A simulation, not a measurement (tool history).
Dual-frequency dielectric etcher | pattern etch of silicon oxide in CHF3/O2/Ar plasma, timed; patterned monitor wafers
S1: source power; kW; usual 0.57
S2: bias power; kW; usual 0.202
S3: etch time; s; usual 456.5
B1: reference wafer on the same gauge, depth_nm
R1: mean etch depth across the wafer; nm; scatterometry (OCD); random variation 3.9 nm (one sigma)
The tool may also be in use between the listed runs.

run,hour,S1,S2,S3,B1,R1
1,0,0.57,0.221,456.5,1058.3,949.2
2,63.9,0.57,0.221,456.5,1058,946.6
3,104.2,0.57,0.221,456.5,1057,948.3
# hour 155.2: wet clean of the chamber
4,157.2,0.57,0.202,456.5,1057,913.4
# hour 232.6: upper electrode replaced
5,249.1,0.66,0.202,456.5,1055.5,957.9
6,340.6,0.57,0.202,456.5,1052.6,903.8
7,380.1,0.57,0.202,456.5,1054.3,919.2
# hour 447: source power generator calibrated
8,483,0.57,0.202,456.5,1052.1,907.8
9,549.6,0.67,0.202,456.5,1052,964.9
10,594.8,0.61,0.246,391.5,1049.9,863.4
11,649.3,0.71,0.231,456.5,1049.2,1038
12,721.4,0.53,0.202,422,1047.9,820
# hour 776.3: wet clean of the chamber
13,967.4,0.57,0.202,456.5,1044.3,902.3
14,1006.7,0.46,0.232,456.5,1042.9,881.2
# hour 1024.6: gauge calibrated
15,1042.8,0.57,0.202,456.5,1069.2,927.9
16,1121.9,0.53,0.159,330,1068.9,590

Forecast run 17:
17,1202.5,0.57,0.202,456.5,?,?

{"run 17": {"B1": 1070, "R1": 928.2}}
Without the tool's hidden state the same run would have given R1 925.4 nm.
